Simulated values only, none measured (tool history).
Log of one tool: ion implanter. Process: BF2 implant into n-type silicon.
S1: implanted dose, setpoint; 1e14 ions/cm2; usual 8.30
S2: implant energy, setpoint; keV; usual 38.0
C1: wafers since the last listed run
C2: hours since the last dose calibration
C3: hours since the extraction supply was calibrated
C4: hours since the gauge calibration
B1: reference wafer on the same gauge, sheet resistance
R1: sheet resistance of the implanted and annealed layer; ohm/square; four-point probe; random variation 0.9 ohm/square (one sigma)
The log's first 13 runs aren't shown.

run	day	S1	S2	C1	C2	C3	C4	B1	R1
14	24.988	8.30	38.0	1730	1707.5	431.3	2471.7	127.04	149.88
15	26.679	8.30	38.0	1111	1748.1	471.9	2512.3	126.89	150.99
16	29.633	10.76	26.5	1941	1819.0	542.8	2583.2	127.03	146.60
17	32.021	7.53	48.0	1568	1876.3	600.1	2640.5	127.09	157.30
18	34.608	6.50	32.5	1700	1938.4	662.2	2702.6	127.07	185.21
19	35.867	10.27	47.0	826	1968.6	692.4	2732.8	127.09	124.48
# day 36.992: Faraday cup replaced and dose calibrated
20	38.508	8.30	38.0	1516	36.4	755.8	2796.2	126.97	156.29
21	40.717	9.64	43.5	1450	89.4	808.8	2849.2	127.02	137.47
22	41.962	8.30	38.0	818	119.3	838.7	2879.1	127.15	156.95
# day 48.179: gauge calibrated
23	49.671	9.09	34.5	5064	304.3	1023.7	35.8	126.91	149.53
24	50.904	10.39	51.0	810	333.9	1053.3	65.4	127.02	124.95
25	52.271	8.30	38.0	897	366.7	1086.1	98.2	126.92	155.35
26	55.033	8.30	38.0	1815	433.0	1152.4	164.5	127.00	155.17
27	57.996	8.30	38.0	1946	504.1	1223.5	235.6	127.04	156.50
28	60.338	9.46	48.5	1538	560.3	1279.7	291.8	127.11	133.35
29	67.446	9.64	43.5	4670	730.9	1450.3	462.4	127.01	136.64
30	70.408	8.30	38.0	1946	802.0	1521.4	533.5	126.96	154.33
31	72.867	6.41	46.5	1615	861.0	1580.4	592.5	127.02	183.02
32	75.142	9.16	38.0	1494	915.6	1635.0	647.1	126.97	143.25
33	77.783	6.59	29.0	1735	979.0	1698.4	710.5	126.86	194.08
34	80.117	6.33	38.0	1533	1035.0	1754.4	766.5	127.04	188.80
35	81.221	10.36	31.5	725	1061.5	1780.9	793.0	126.90	143.81
36	84.171	9.12	45.5	1938	1132.3	1851.7	863.8	127.02	137.89
37	85.942	6.15	26.5	1163	1174.8	1894.2	906.3	127.12	206.22
38	87.308	8.30	38.0	897	1207.6	1927.0	939.1	126.97	152.83

3 ways to go on from here, each from the tool as it stands after run 38. What would each give?
A	87.325	8.30	38.0	10	1208.0	1927.4	939.5	?	?
B	87.325	7.41	42.5	10	1208.0	1927.4	939.5	?	?
C	87.325	9.19	43.5	10	1208.0	1927.4	939.5	?	?

run	B1	R1
A	126.97	155.39
B	126.97	165.63
C	126.97	140.48
Without the tool's hidden state the same runs would have given:
run	R1
A	156.85
B	167.38
C	141.78
